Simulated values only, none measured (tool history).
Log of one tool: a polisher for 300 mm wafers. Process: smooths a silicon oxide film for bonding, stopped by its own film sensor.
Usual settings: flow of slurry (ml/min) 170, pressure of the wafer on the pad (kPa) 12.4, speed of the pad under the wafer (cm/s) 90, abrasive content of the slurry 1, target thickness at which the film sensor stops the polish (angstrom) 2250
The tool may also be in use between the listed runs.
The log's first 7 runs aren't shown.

run	hour	flow of slurry (ml/min)	pressure of the wafer on the pad (kPa)	speed of the pad under the wafer (cm/s)	abrasive content of the slurry	target thickness at which the film sensor stops the polish (angstrom)	wafers since the last listed run	wafers polished on this pad	hours since the slurry nozzle was cleaned	hours since the head pressure was calibrated	hours since the slurry blender was calibrated	incoming thickness of the incoming film, nm	time until the film sensor stopped the polish (s)
8	89.1	120	12.4	82	1	2250	184	802	163.2	1104.1	157.7	263.9	62.9
9	97.3	170	12.4	90	1	2280	112	915	171.4	1112.3	165.9	262	48.9
10	104.7	170	12.4	90	1	2250	101	1016	178.8	1119.7	173.3	262.2	53.7
11	115.4	170	12.4	90	1	2300	146	1163	189.5	1130.4	184	258.5	41.2
12	129.5	185	12.4	102	1.3	2250	193	1357	203.6	1144.5	198.1	258.8	39.7
13	136.1	170	12.4	90	1	2250	90	1447	210.2	1151.1	204.7	263	56.4
14	146.3	170	12.4	64	1	2250	140	1588	220.4	1161.3	214.9	255.4	57.4
15	158.3	170	12.4	90	1	2250	164	1752	232.4	1173.3	226.9	263.4	55.8
16	164.6	170	12.4	90	1	2250	86	1839	238.7	1179.6	233.2	257.6	46.7
# hour 171.3: worn pad replaced by a new one
17	176.5	170	15.9	90	1	2190	108	71	250.6	1191.5	245.1	256.1	45.5
# hour 186.4: head pressure recalibrated
18	186.9	170	12.4	90	1	2250	115	186	261	0.5	255.5	265.3	58.8
19	192.6	125	15.9	68	1	2250	78	265	266.7	6.2	261.2	259.4	54.8
20	202.7	150	15.2	102	1.15	2250	138	403	276.8	16.3	271.3	255.8	34.5
21	209.3	170	15.9	90	1	2190	90	494	283.4	22.9	277.9	259.8	50.2

Forecast run 22:
22	216.5	170	12.4	90	1	2250	98	593	290.6	30.1	285.1	264.5	?

Run 22 gave time until the film sensor stopped the polish (s) 57.6.
Without the tool's hidden state the same run would have given time until the film sensor stopped the polish (s) 57.6.
